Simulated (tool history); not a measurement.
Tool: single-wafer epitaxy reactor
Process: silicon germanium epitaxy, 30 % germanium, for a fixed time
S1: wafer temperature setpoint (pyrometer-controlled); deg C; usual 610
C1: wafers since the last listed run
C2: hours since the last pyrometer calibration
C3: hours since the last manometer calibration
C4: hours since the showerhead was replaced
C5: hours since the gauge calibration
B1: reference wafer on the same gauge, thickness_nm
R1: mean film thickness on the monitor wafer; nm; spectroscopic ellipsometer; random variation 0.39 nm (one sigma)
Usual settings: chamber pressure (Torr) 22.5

Run 1, day 0: usual settings but S1 614 deg C, chamber pressure (Torr) 19.2; C1 0; C2 225.7; C3 920.6; C4 3550; C5 1674.9; B1 75.6. Result: R1 75.805 nm.
Run 2, day 2.108: usual settings but S1 614 deg C, chamber pressure (Torr) 19.2; C1 1038; C2 276.3; C3 971.2; C4 3600.6; C5 1725.5; B1 75.545. Result: R1 75.508 nm.
Run 3, day 8.021: usual settings; C1 2912; C2 418.2; C3 1113.1; C4 3742.5; C5 1867.4; B1 75.578. Result: R1 75.715 nm.
Run 4, day 10.329: usual settings; C1 1137; C2 473.6; C3 1168.5; C4 3797.9; C5 1922.8; B1 75.606. Result: R1 75.67 nm.
Run 5, day 12.496: usual settings; C1 1067; C2 525.6; C3 1220.5; C4 3849.9; C5 1974.8; B1 75.6. Result: R1 75.316 nm.
Run 6, day 14.583: usual settings but S1 615 deg C, chamber pressure (Torr) 18.5; C1 1028; C2 575.7; C3 1270.6; C4 3900; C5 2024.9; B1 75.517. Result: R1 75.173 nm.
Run 7, day 15.896: usual settings but S1 615 deg C, chamber pressure (Torr) 18.5; C1 646; C2 607.2; C3 1302.1; C4 3931.5; C5 2056.4; B1 75.548. Result: R1 75.509 nm.
At day 21.071: capacitance manometer re-zeroed and calibrated.
Run 8, day 22.967: usual settings; C1 3318; C2 776.9; C3 45.5; C4 4101.2; C5 2226.1; B1 75.597. Result: R1 74.062 nm.
Run 9, day 24.429: usual settings; C1 720; C2 812; C3 80.6; C4 4136.3; C5 2261.2; B1 75.58. Result: R1 74.002 nm.
Run 10, day 25.5: usual settings; C1 527; C2 837.7; C3 106.3; C4 4162; C5 2286.9; B1 75.671. Result: R1 73.51 nm.
Run 11, day 27.346: usual settings but chamber pressure (Torr) 25; C1 909; C2 882; C3 150.6; C4 4206.3; C5 2331.2; B1 75.708. Result: R1 77.558 nm.
Run 12, day 28.721: usual settings but chamber pressure (Torr) 25; C1 677; C2 915; C3 183.6; C4 4239.3; C5 2364.2; B1 75.629. Result: R1 77.529 nm.
Run 13, day 30.9: usual settings but chamber pressure (Torr) 25; C1 1073; C2 967.3; C3 235.9; C4 4291.6; C5 2416.5; B1 75.598. Result: R1 77.241 nm.
Run 14, day 33.15: usual settings; C1 1108; C2 1021.3; C3 289.9; C4 4345.6; C5 2470.5; B1 75.576. Result: R1 73.937 nm.
Run 15, day 34.267: usual settings; C1 550; C2 1048.1; C3 316.7; C4 4372.4; C5 2497.3; B1 75.68. Result: R1 73.619 nm.
Run 16, day 36.962: usual settings but S1 616 deg C, chamber pressure (Torr) 24.4; C1 1328; C2 1112.8; C3 381.4; C4 4437.1; C5 2562; B1 75.516. Result: R1 83.224 nm.
At day 38.496: pyrometer calibrated.
Run 17, day 38.788: usual settings but S1 623 deg C, chamber pressure (Torr) 27.3; C1 734; C2 7; C3 425.2; C4 4480.9; C5 2605.8; B1 75.641. Result: R1 98.59 nm.
Run 18, day 40.2: usual settings but chamber pressure (Torr) 25; C1 695; C2 40.9; C3 459.1; C4 4514.8; C5 2639.7; B1 75.57. Result: R1 76.917 nm.
Run 19, day 41.429: usual settings but S1 624 deg C, chamber pressure (Torr) 26.3; C1 605; C2 70.4; C3 488.6; C4 4544.3; C5 2669.2; B1 75.638. Result: R1 96.568 nm.
At day 42.992: gauge calibrated.
Run 20, day 44.217: usual settings but S1 620 deg C, chamber pressure (Torr) 19.3; C1 1373; C2 137.3; C3 555.5; C4 4611.2; C5 29.4; B1 75.607. Result: R1 80.166 nm.
At day 45.85: capacitance manometer re-zeroed and calibrated, repeated, since the last time left the tool worse.
Run 21, day 46.171: usual settings but S1 621 deg C, chamber pressure (Torr) 28; C1 798; C2 184.2; C3 7.7; C4 4658.1; C5 76.3; B1 75.679. Result: R1 99.389 nm.
Run 22, day 48.604: usual settings but chamber pressure (Torr) 25.2; C1 1198; C2 242.6; C3 66.1; C4 4716.5; C5 134.7; B1 75.532. Result: R1 80.427 nm.
Run 23, day 50.646: usual settings but chamber pressure (Torr) 20.5; C1 1005; C2 291.6; C3 115.1; C4 4765.5; C5 183.7; B1 75.667. Result: R1 73.66 nm.
At day 52.033: showerhead replaced.
Run 24, day 53.329: usual settings but S1 621 deg C, chamber pressure (Torr) 17.8; C1 1157; C2 356; C3 179.5; C4 31.1; C5 248.1; B1 75.678. Result: R1 82.323 nm.
Run 25, day 61.275: usual settings but S1 596 deg C, chamber pressure (Torr) 21; C1 3914; C2 546.7; C3 370.2; C4 221.8; C5 438.8; B1 75.57. Result: R1 59.263 nm.
Run 26, day 62.725: usual settings but S1 616 deg C, chamber pressure (Torr) 17; C1 714; C2 581.5; C3 405; C4 256.6; C5 473.6; B1 75.591. Result: R1 74.616 nm.
Run 27, day 65.642: usual settings; C1 1436; C2 651.5; C3 475; C4 326.6; C5 543.6; B1 75.578. Result: R1 75.68 nm.
Run 28, day 68.242: usual settings; C1 1280; C2 713.9; C3 537.4; C4 389; C5 606; B1 75.563. Result: R1 75.896 nm.
Run 29, day 70.317: usual settings but S1 616 deg C, chamber pressure (Torr) 18.1; C1 1022; C2 763.7; C3 587.2; C4 438.8; C5 655.8; B1 75.649. Result: R1 76.088 nm.
Run 30, day 73.021: usual settings but S1 604 deg C, chamber pressure (Torr) 26.5; C1 1332; C2 828.6; C3 652.1; C4 503.7; C5 720.7; B1 75.604. Result: R1 74.223 nm.
Run 31, day 74.362: usual settings; C1 660; C2 860.8; C3 684.3; C4 535.9; C5 752.9; B1 75.633. Result: R1 76.008 nm.
Run 32, day 76.254: usual settings but chamber pressure (Torr) 20.2; C1 931; C2 906.2; C3 729.7; C4 581.3; C5 798.3; B1 75.53. Result: R1 72.181 nm.
Run 33, day 77.846: usual settings but chamber pressure (Torr) 28.1; C1 784; C2 944.4; C3 767.9; C4 619.5; C5 836.5; B1 75.525. Result: R1 83.513 nm.
At day 80.9: pyrometer calibrated.
Run 34, day 86.588: usual settings; C1 4142; C2 136.5; C3 977.7; C4 829.3; C5 1046.3; B1 75.619. Result: R1 75.602 nm.
Run 35, day 88.129: usual settings; C1 759; C2 173.5; C3 1014.7; C4 866.3; C5 1083.3; B1 75.638. Result: R1 74.897 nm.
Run 36, day 96.2: usual settings but S1 604 deg C, chamber pressure (Torr) 19.5; C1 3975; C2 367.2; C3 1208.4; C4 1060; C5 1277; B1 75.518. Result: R1 64.542 nm.

Some steps in R1 between neighbouring runs. How much of each would the tool show without its hidden state too (settings, what came in, random variation), and how much is left for the hidden state, with any gauge scatter that isn't in both results?
The hidden state here: wafer temperature above the value expected at the setpoint (K); true pressure above the setpoint (%); gauge reads high (%).
Run 7 -> 8: S1 615 -> 610, chamber pressure (Torr) 18.5 -> 22.5, capacitance manometer re-zeroed and calibrated. R1 -1.447 nm: hidden state -1.357, all else -0.09.
Run 17 -> 18: S1 623 -> 610, chamber pressure (Torr) 27.3 -> 25. R1 -21.673 nm: hidden state +0.92, all else -22.593.
Run 18 -> 19: S1 610 -> 624, chamber pressure (Torr) 25 -> 26.3. R1 +19.651 nm: hidden state -0.93, all else +20.581.
Run 20 -> 21: S1 620 -> 621, chamber pressure (Torr) 19.3 -> 28, capacitance manometer re-zeroed and calibrated, repeated, since the last time left the tool worse. R1 +19.223 nm: hidden state +3.556, all else +15.667.
Run 24 -> 25: S1 621 -> 596, chamber pressure (Torr) 17.8 -> 21. R1 -23.06 nm: hidden state -0.065, all else -22.995.
